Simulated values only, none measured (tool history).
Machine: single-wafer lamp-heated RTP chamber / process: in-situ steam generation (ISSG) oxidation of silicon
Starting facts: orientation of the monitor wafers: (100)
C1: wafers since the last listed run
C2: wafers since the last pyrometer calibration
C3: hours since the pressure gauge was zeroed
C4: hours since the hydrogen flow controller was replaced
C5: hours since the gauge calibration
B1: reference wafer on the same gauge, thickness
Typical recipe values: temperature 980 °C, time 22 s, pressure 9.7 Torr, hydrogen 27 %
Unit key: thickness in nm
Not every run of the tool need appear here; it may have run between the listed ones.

run 1 hour=0 | temperature=980 time=22 pressure=9.7 hydrogen=27 | C1=0 C2=2459 C3=2567.7 C4=4643.5 C5=160.3 | B1=5.741 | thickness=5.072
run 2 hour=15 | temperature=980 time=22 pressure=9.7 hydrogen=27 | C1=161 C2=2621 C3=2582.7 C4=4658.5 C5=175.3 | B1=5.743 | thickness=5.056
run 3 hour=46 | temperature=980 time=24 pressure=9.7 hydrogen=27 | C1=334 C2=2956 C3=2613.7 C4=4689.5 C5=206.3 | B1=5.737 | thickness=5.275
run 4 hour=61.2 | temperature=980 time=22 pressure=9.7 hydrogen=27 | C1=164 C2=3120 C3=2628.9 C4=4704.7 C5=221.5 | B1=5.742 | thickness=5.089
run 5 hour=87.9 | temperature=980 time=22 pressure=9.1 hydrogen=27 | C1=288 C2=3408 C3=2655.6 C4=4731.4 C5=248.2 | B1=5.74 | thickness=5.138
run 6 hour=109.2 | temperature=980 time=22 pressure=9.1 hydrogen=27 | C1=229 C2=3638 C3=2676.9 C4=4752.7 C5=269.5 | B1=5.737 | thickness=5.141
run 7 hour=121.7 | temperature=980 time=22 pressure=9.7 hydrogen=27 | C1=134 C2=3773 C3=2689.4 C4=4765.2 C5=282 | B1=5.743 | thickness=5.086
run 8 hour=216.2 | temperature=980 time=22 pressure=9.7 hydrogen=27 | C1=1020 C2=4793 C3=2783.9 C4=4859.7 C5=376.5 | B1=5.741 | thickness=5.102
-- hour=225.9 pyrometer window cleaned and pyrometer calibrated
run 9 hour=241.5 | temperature=980 time=22 pressure=9.7 hydrogen=27 | C1=186 C2=168 C3=2809.2 C4=4885 C5=401.8 | B1=5.741 | thickness=5.059

Run 10 is up next; what results do you expect?
run 10 hour=259 | temperature=988 time=26 pressure=10.1 hydrogen=32 | C1=188 C2=357 C3=2826.7 C4=4902.5 C5=419.3 | B1=? | thickness=?

Logged for run 10: B1 5.741, thickness 5.789 nm.
Take away the tool's hidden state, keep the run-to-run variation as it was, and the same run would have given thickness 5.788 nm.

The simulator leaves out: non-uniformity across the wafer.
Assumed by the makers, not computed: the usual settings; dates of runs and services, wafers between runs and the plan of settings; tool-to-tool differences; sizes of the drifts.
